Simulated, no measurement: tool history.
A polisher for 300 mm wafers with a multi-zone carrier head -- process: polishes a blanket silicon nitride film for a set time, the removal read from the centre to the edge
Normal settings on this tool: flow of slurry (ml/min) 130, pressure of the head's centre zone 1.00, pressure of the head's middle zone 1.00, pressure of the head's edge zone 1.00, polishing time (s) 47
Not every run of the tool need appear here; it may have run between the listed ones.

run,day,flow of slurry (ml/min),pressure of the head's centre zone,pressure of the head's middle zone,pressure of the head's edge zone,polishing time (s),"incoming thickness of the incoming film, nm",film removed at the wafer's centre (angstrom),film removed at mid-radius (angstrom),film removed at the wafer's edge (angstrom)
1,0.000,130,1.00,1.00,1.00,47,361.8,1416,1391,1416
# day 1.992: slurry nozzle cleaned
2,2.150,130,1.00,1.00,1.00,47,356.0,1521,1505,1482
3,4.350,130,1.00,1.00,1.00,47,362.0,1485,1510,1489
4,7.096,115,0.92,0.90,1.05,47,355.0,1348,1295,1486
# day 9.888: centre zone pressure recalibrated
5,9.908,130,0.92,0.95,1.05,63,364.3,1794,1851,1981
# day 12.096: edge zone pressure recalibrated
6,12.333,130,1.00,1.00,1.00,47,358.1,1438,1395,1407
7,13.650,130,1.00,1.00,1.00,47,365.2,1407,1423,1410
# day 14.758: worn pad replaced by a new one
8,14.908,130,0.96,1.00,1.00,61,365.5,1730,1830,1845
9,16.546,120,1.04,1.00,1.00,47,362.4,1403,1358,1357
10,19.133,130,0.96,1.00,1.00,61,361.5,1688,1726,1783
# day 20.008: slurry nozzle cleaned
11,21.767,130,1.00,1.00,0.93,47,356.8,1520,1512,1431
# day 23.262: carrier head's membrane replaced by a new one
12,23.579,130,1.00,1.00,1.00,47,360.2,1507,1471,1489
13,24.750,130,0.93,1.12,0.97,35,356.3,1032,1225,1058
14,27.592,130,1.00,1.00,1.00,47,364.4,1460,1450,1466
15,30.542,130,1.00,1.05,1.09,47,357.3,1425,1466,1473
# day 31.475: worn pad replaced by a new one
16,33.212,100,1.00,1.00,1.00,47,358.4,1306,1309,1352
17,35.946,130,1.12,1.00,0.90,32,358.4,1049,972,927
# day 36.804: slurry nozzle cleaned
18,38.367,130,1.00,1.00,1.00,47,354.3,1527,1520,1490
19,39.483,130,1.00,1.05,1.00,47,365.7,1496,1525,1486
20,42.046,130,0.91,1.00,1.00,47,359.5,1362,1472,1461
21,44.825,130,1.00,0.88,0.95,36,358.1,1126,1018,1109
# day 48.129: worn pad replaced by a new one
22,48.488,130,1.00,1.00,1.00,47,359.6,1436,1444,1433

4 ways to go on from here, each from the tool as it stands after run 22. What would each give?
A,48.504,130,1.00,1.04,1.00,47,360.8,?,?,?
B,48.504,130,1.00,1.00,0.95,42,360.8,?,?,?
C,48.504,130,1.00,0.96,1.00,47,360.8,?,?,?
D,48.504,130,1.00,1.05,1.00,41,360.8,?,?,?

run,film removed at the wafer's centre (angstrom),film removed at mid-radius (angstrom),film removed at the wafer's edge (angstrom)
A,1447,1439,1450
B,1293,1244,1270
C,1446,1345,1451
D,1262,1266,1265
With no hidden state in the tool, these same runs would have given:
run,film removed at the wafer's centre (angstrom),film removed at mid-radius (angstrom),film removed at the wafer's edge (angstrom)
A,1560,1537,1518
B,1394,1329,1330
C,1559,1437,1519
D,1361,1352,1324
